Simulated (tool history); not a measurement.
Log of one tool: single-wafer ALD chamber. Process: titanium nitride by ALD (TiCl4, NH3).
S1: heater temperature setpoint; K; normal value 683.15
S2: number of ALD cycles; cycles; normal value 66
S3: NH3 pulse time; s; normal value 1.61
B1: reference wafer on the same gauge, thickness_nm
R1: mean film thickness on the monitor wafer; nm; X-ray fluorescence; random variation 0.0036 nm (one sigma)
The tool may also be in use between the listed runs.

run      day      S1  S2    S3     B1     R1
  1        0  683.15  66  1.61   1.49  1.422
  2    2.683  683.15  66  1.61  1.489  1.423
  3    5.958  677.15  75  1.61   1.49  1.617
  4    7.638  677.15  75  1.61  1.492  1.609
  5   19.275  683.15  66  1.61  1.489  1.424
  6   27.312  683.15  66  1.61  1.491  1.428
  7   29.158  683.15  66  1.61   1.49  1.423
  8   33.146  691.15  74  1.61   1.49  1.603
  9   35.717  691.15  74  1.61  1.488   1.61
 10   37.738  683.15  66  1.61  1.489  1.429
 11     40.8  683.15  66  1.46  1.491  1.417
 12   44.954  683.15  66  1.46   1.49  1.413
 13   48.979  683.15  66  1.46   1.49  1.411
 14   52.154  683.15  60  1.61  1.489  1.297
 15   55.829  683.15  60  1.61  1.489  1.294
 16    58.05  677.15  66  1.61   1.49  1.416
 17   59.888  677.15  66  1.61  1.491  1.416
 18   63.988  683.15  66  2.01  1.492  1.442
 19   68.308  683.15  66  2.01   1.49  1.447
 20   78.788  679.15  66  1.61   1.49  1.419
 21   82.462  675.15  71  2.05   1.49   1.55
 22   85.221  683.15  66   1.4  1.489  1.416
 23   89.233  683.15  53  1.39  1.489  1.135
 24   92.192  683.15  66  1.61  1.489  1.422
 25   95.396  697.15  66  2.17   1.49  1.445
 26   97.138  690.15  66     1  1.489  1.368
 27  100.058  689.15  78  1.38   1.49  1.669
 28  104.229  683.15  66  1.61  1.489  1.426
 29  106.283  683.15  59  2.17   1.49  1.295
 30  110.279  683.15  58  2.08  1.489  1.264
 31  114.438  679.15  71  2.13   1.49  1.547
 32  116.104  683.15  61  1.96  1.489  1.322
 33  118.292  692.15  60  1.61  1.491  1.297
 34  119.867  683.15  66  1.61  1.491  1.416
 35  121.504  693.15  66  1.95  1.489  1.444
 36  128.762  683.15  66  1.61  1.491  1.425
 37   130.55  669.15  74  2.15   1.49   1.61
 38  133.375  697.15  66  1.61  1.492   1.43
 39  136.171  694.15  70  1.45   1.49  1.513
 40  139.338  683.15  58  2.08   1.49  1.266
 41  142.571  697.15  61  1.18   1.49  1.305

Put back what was entered between runs (3 entries, withheld): which listed runs does each sit between, and how does the hidden state differ from the listed run before to the listed run after?
Logged between run 18 and run 19: gauge calibrated (day 68.146)
  no difference in the tool's unlogged condition between these two runs
Logged between run 19 and run 20: thermocouple changed; heater temperature recalibrated (day 78.246)
  no difference in the tool's unlogged condition between these two runs
Logged between run 29 and run 30: showerhead replaced (day 107.875)
  no difference in the tool's unlogged condition between these two runs
